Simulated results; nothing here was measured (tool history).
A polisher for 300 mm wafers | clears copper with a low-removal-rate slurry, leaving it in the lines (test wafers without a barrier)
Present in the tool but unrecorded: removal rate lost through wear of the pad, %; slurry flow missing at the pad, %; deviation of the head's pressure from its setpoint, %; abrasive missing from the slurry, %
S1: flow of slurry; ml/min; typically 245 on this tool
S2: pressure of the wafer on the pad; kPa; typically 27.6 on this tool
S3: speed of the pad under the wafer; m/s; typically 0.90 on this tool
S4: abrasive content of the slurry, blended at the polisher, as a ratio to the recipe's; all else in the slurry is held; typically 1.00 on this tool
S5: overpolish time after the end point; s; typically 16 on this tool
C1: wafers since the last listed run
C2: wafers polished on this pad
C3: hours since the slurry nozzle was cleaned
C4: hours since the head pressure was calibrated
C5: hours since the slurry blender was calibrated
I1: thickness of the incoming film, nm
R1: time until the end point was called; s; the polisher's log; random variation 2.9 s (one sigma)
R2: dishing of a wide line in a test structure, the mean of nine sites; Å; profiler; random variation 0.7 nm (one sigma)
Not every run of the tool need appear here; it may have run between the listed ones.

run 1 hour=0.0 | S1=245 S2=31.0 S3=0.90 S4=1.00 S5=16 | C1=0 C2=1519 C3=28.7 C4=782.7 C5=128.3 | I1=454.3 | R1=158.0 R2=357
run 2 hour=23.9 | S1=245 S2=31.0 S3=0.90 S4=1.00 S5=16 | C1=208 C2=1727 C3=52.6 C4=806.6 C5=152.2 | I1=443.5 | R1=155.8 R2=341
-- hour=29.5 worn pad replaced by a new one
run 3 hour=37.3 | S1=245 S2=31.0 S3=0.90 S4=1.00 S5=16 | C1=81 C2=67 C3=66.0 C4=820.0 C5=165.6 | I1=447.0 | R1=141.4 R2=398
run 4 hour=56.7 | S1=245 S2=27.6 S3=0.90 S4=1.00 S5=8 | C1=168 C2=236 C3=85.4 C4=839.4 C5=185.0 | I1=454.6 | R1=153.4 R2=191
run 5 hour=79.3 | S1=245 S2=27.6 S3=0.90 S4=1.00 S5=8 | C1=196 C2=433 C3=108.0 C4=862.0 C5=207.6 | I1=453.8 | R1=158.5 R2=186
run 6 hour=102.5 | S1=245 S2=27.6 S3=0.90 S4=1.00 S5=8 | C1=201 C2=635 C3=131.2 C4=885.2 C5=230.8 | I1=453.4 | R1=161.0 R2=184
run 7 hour=119.6 | S1=245 S2=27.6 S3=0.90 S4=1.00 S5=16 | C1=148 C2=784 C3=148.3 C4=902.3 C5=247.9 | I1=449.2 | R1=157.6 R2=341
-- hour=135.1 head pressure recalibrated
run 8 hour=135.6 | S1=245 S2=27.6 S3=1.10 S4=0.80 S5=9 | C1=121 C2=905 C3=164.3 C4=0.5 C5=263.9 | I1=458.9 | R1=146.6 R2=223
-- hour=145.8 slurry blender recalibrated
run 9 hour=167.0 | S1=245 S2=22.1 S3=0.90 S4=1.00 S5=16 | C1=255 C2=1161 C3=195.7 C4=31.9 C5=21.2 | I1=454.4 | R1=190.1 R2=311
run 10 hour=195.7 | S1=165 S2=33.1 S3=0.66 S4=1.00 S5=6 | C1=249 C2=1411 C3=224.4 C4=60.6 C5=49.9 | I1=451.2 | R1=197.8 R2=116
run 11 hour=221.4 | S1=245 S2=31.7 S3=0.90 S4=1.00 S5=16 | C1=223 C2=1635 C3=250.1 C4=86.3 C5=75.6 | I1=447.2 | R1=155.4 R2=367
run 12 hour=240.0 | S1=245 S2=27.6 S3=0.90 S4=1.00 S5=21 | C1=161 C2=1797 C3=268.7 C4=104.9 C5=94.2 | I1=449.8 | R1=175.0 R2=400
-- hour=251.6 worn pad replaced by a new one
run 13 hour=273.2 | S1=295 S2=27.6 S3=0.90 S4=1.00 S5=16 | C1=254 C2=188 C3=301.9 C4=138.1 C5=127.4 | I1=457.2 | R1=148.8 R2=374
run 14 hour=293.7 | S1=180 S2=37.2 S3=0.90 S4=1.00 S5=16 | C1=178 C2=366 C3=322.4 C4=158.6 C5=147.9 | I1=455.8 | R1=129.8 R2=420
run 15 hour=327.6 | S1=245 S2=27.6 S3=0.90 S4=1.00 S5=16 | C1=295 C2=662 C3=356.3 C4=192.5 C5=181.8 | I1=450.6 | R1=153.5 R2=356
run 16 hour=345.8 | S1=245 S2=27.6 S3=0.98 S4=1.00 S5=16 | C1=158 C2=820 C3=374.5 C4=210.7 C5=200.0 | I1=456.5 | R1=147.4 R2=356
run 17 hour=359.1 | S1=245 S2=24.1 S3=0.90 S4=1.20 S5=16 | C1=115 C2=936 C3=387.8 C4=224.0 C5=213.3 | I1=452.5 | R1=168.3 R2=331
run 18 hour=394.4 | S1=245 S2=27.6 S3=1.06 S4=1.00 S5=21 | C1=307 C2=1243 C3=423.1 C4=259.3 C5=248.6 | I1=443.0 | R1=137.0 R2=492
run 19 hour=423.8 | S1=245 S2=27.6 S3=0.90 S4=1.00 S5=16 | C1=255 C2=1499 C3=452.5 C4=288.7 C5=278.0 | I1=451.2 | R1=170.3 R2=326
-- hour=456.7 slurry blender recalibrated
-- hour=457.1 worn pad replaced by a new one
run 20 hour=457.6 | S1=200 S2=27.6 S3=0.68 S4=1.00 S5=16 | C1=273 C2=4 C3=486.3 C4=322.5 C5=0.9 | I1=451.2 | R1=189.6 R2=290
run 21 hour=478.7 | S1=245 S2=27.6 S3=0.90 S4=1.00 S5=16 | C1=183 C2=187 C3=507.4 C4=343.6 C5=22.0 | I1=443.4 | R1=142.7 R2=362
run 22 hour=505.7 | S1=245 S2=27.6 S3=0.90 S4=1.00 S5=16 | C1=235 C2=423 C3=534.4 C4=370.6 C5=49.0 | I1=444.2 | R1=149.0 R2=345
run 23 hour=538.0 | S1=245 S2=27.6 S3=0.58 S4=1.00 S5=21 | C1=281 C2=704 C3=566.7 C4=402.9 C5=81.3 | I1=453.2 | R1=230.6 R2=323
-- hour=569.2 slurry nozzle cleaned
run 24 hour=569.7 | S1=205 S2=27.6 S3=0.90 S4=1.00 S5=21 | C1=267 C2=971 C3=0.5 C4=434.6 C5=113.0 | I1=454.3 | R1=162.9 R2=431
run 25 hour=592.7 | S1=220 S2=32.4 S3=0.74 S4=1.00 S5=7 | C1=200 C2=1171 C3=23.5 C4=457.6 C5=136.0 | I1=446.1 | R1=166.9 R2=146
run 26 hour=620.4 | S1=245 S2=32.4 S3=0.76 S4=1.00 S5=16 | C1=241 C2=1412 C3=51.2 C4=485.3 C5=163.7 | I1=447.0 | R1=168.6 R2=323
run 27 hour=638.1 | S1=245 S2=27.6 S3=0.90 S4=1.00 S5=16 | C1=154 C2=1567 C3=68.9 C4=503.0 C5=181.4 | I1=452.7 | R1=169.2 R2=326

Predict each of these 5 candidate next runs independently; none follows another, all start after run 27:
run A hour=638.6 | S1=245 S2=27.6 S3=0.90 S4=1.00 S5=16 | C1=4 C2=1571 C3=69.4 C4=503.5 C5=181.9 | I1=455.2 | R1=? R2=?
run B hour=638.6 | S1=245 S2=27.6 S3=0.90 S4=1.25 S5=16 | C1=4 C2=1571 C3=69.4 C4=503.5 C5=181.9 | I1=455.2 | R1=? R2=?
run C hour=638.6 | S1=215 S2=34.5 S3=0.90 S4=1.00 S5=16 | C1=4 C2=1571 C3=69.4 C4=503.5 C5=181.9 | I1=455.2 | R1=? R2=?
run D hour=638.6 | S1=245 S2=27.6 S3=0.90 S4=0.70 S5=16 | C1=4 C2=1571 C3=69.4 C4=503.5 C5=181.9 | I1=455.2 | R1=? R2=?
run E hour=638.6 | S1=185 S2=27.6 S3=0.90 S4=0.90 S5=19 | C1=4 C2=1571 C3=69.4 C4=503.5 C5=181.9 | I1=455.2 | R1=? R2=?

run=A R1=169.6 R2=330
run=B R1=161.4 R2=345
run=C R1=147.9 R2=375
run=D R1=183.3 R2=308
run=E R1=178.5 R2=368
Without the tool's hidden state the same runs would have given:
run=A R1=149.9 R2=369
run=B R1=142.6 R2=385
run=C R1=130.7 R2=418
run=D R1=162.0 R2=344
run=E R1=157.7 R2=410
